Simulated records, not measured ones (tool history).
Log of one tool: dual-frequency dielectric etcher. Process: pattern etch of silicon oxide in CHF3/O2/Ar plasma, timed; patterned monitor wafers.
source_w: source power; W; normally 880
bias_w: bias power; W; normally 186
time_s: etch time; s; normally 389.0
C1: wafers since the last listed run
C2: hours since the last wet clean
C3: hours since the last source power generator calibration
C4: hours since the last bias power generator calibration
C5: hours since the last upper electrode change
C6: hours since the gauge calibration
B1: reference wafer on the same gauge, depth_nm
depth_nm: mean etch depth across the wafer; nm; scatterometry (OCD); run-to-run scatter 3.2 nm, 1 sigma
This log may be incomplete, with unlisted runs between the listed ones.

Run 1, day 0.000: usual settings; C1 0; C2 429.5; C3 4665.4; C4 4307.0; C5 4278.3; C6 417.8; B1 933.3. Result: depth_nm 867.6 nm.
At day 0.346: wet clean of the chamber.
Run 2, day 3.200: usual settings; C1 197; C2 68.5; C3 4742.2; C4 4383.8; C5 4355.1; C6 494.6; B1 932.9. Result: depth_nm 917.2 nm.
Run 3, day 5.371: usual settings; C1 150; C2 120.6; C3 4794.3; C4 4435.9; C5 4407.2; C6 546.7; B1 932.1. Result: depth_nm 909.0 nm.
Run 4, day 8.325: usual settings; C1 204; C2 191.5; C3 4865.2; C4 4506.8; C5 4478.1; C6 617.6; B1 932.1. Result: depth_nm 901.5 nm.
Run 5, day 10.417: usual settings but source_w 930 W; C1 144; C2 241.7; C3 4915.4; C4 4557.0; C5 4528.3; C6 667.8; B1 933.3. Result: depth_nm 915.9 nm.
Run 6, day 13.067: usual settings but source_w 930 W; C1 183; C2 305.3; C3 4979.0; C4 4620.6; C5 4591.9; C6 731.4; B1 933.1. Result: depth_nm 913.1 nm.
At day 14.883: upper electrode replaced, of another model than before.
Run 7, day 16.188: usual settings; C1 146; C2 380.2; C3 5053.9; C4 4695.5; C5 31.3; C6 806.3; B1 933.0. Result: depth_nm 888.2 nm.
At day 18.208: bias power generator calibrated.
At day 19.329: wet clean of the chamber.
Run 8, day 19.350: usual settings; C1 138; C2 0.5; C3 5129.8; C4 27.4; C5 107.2; C6 882.2; B1 932.4. Result: depth_nm 918.9 nm.
At day 19.804: source power generator calibrated.
At day 21.742: gauge calibrated.
Run 9, day 23.071: usual settings but bias_w 166 W, time_s 283.5 s; C1 246; C2 89.8; C3 78.4; C4 116.7; C5 196.5; C6 31.9; B1 932.2. Result: depth_nm 623.9 nm.
Run 10, day 25.396: usual settings; C1 161; C2 145.6; C3 134.2; C4 172.5; C5 252.3; C6 87.7; B1 933.7. Result: depth_nm 899.8 nm.
Run 11, day 28.692: usual settings but source_w 1060 W, bias_w 204 W, time_s 454.5 s; C1 228; C2 224.7; C3 213.3; C4 251.6; C5 331.4; C6 166.8; B1 931.7. Result: depth_nm 1145.5 nm.
Run 12, day 30.483: usual settings but bias_w 209 W; C1 124; C2 267.7; C3 256.3; C4 294.6; C5 374.4; C6 209.8; B1 932.3. Result: depth_nm 942.8 nm.
Run 13, day 33.342: usual settings but time_s 275.5 s; C1 198; C2 336.3; C3 324.9; C4 363.2; C5 443.0; C6 278.4; B1 933.7. Result: depth_nm 627.5 nm.
At day 36.729: wet clean of the chamber.
Run 14, day 37.158: usual settings but source_w 1090 W, bias_w 158 W, time_s 304.0 s; C1 195; C2 10.3; C3 416.5; C4 454.8; C5 534.6; C6 370.0; B1 933.2. Result: depth_nm 698.9 nm.
Run 15, day 41.171: usual settings but bias_w 172 W, time_s 300.5 s; C1 277; C2 106.6; C3 512.8; C4 551.1; C5 630.9; C6 466.3; B1 934.8. Result: depth_nm 674.0 nm.
Run 16, day 43.925: usual settings but bias_w 164 W, time_s 325.5 s; C1 190; C2 172.7; C3 578.9; C4 617.2; C5 697.0; C6 532.4; B1 934.1. Result: depth_nm 714.0 nm.
Run 17, day 47.608: usual settings; C1 255; C2 261.1; C3 667.3; C4 705.6; C5 785.4; C6 620.8; B1 932.3. Result: depth_nm 892.0 nm.

Consider 3 possible next runs. They are alternatives, not a sequence: every one starts from the tool as it was left by run 17. What does each give?
Run A, day 47.629: usual settings but source_w 980 W; C1 1; C2 261.6; C3 667.8; C4 706.1; C5 785.9; C6 621.3; B1 ?. Result: depth_nm ?.
Run B, day 47.629: usual settings but source_w 1020 W, bias_w 213 W, time_s 290.5 s; C1 1; C2 261.6; C3 667.8; C4 706.1; C5 785.9; C6 621.3; B1 ?. Result: depth_nm ?.
Run C, day 47.629: usual settings but source_w 1050 W; C1 1; C2 261.6; C3 667.8; C4 706.1; C5 785.9; C6 621.3; B1 ?. Result: depth_nm ?.

run     B1  depth_nm
  A  932.8     921.1
  B  932.8     741.1
  C  932.8     938.5
Without the tool's unlogged condition, the same runs would have read:
run  depth_nm
  A     946.7
  B     761.7
  C     964.6

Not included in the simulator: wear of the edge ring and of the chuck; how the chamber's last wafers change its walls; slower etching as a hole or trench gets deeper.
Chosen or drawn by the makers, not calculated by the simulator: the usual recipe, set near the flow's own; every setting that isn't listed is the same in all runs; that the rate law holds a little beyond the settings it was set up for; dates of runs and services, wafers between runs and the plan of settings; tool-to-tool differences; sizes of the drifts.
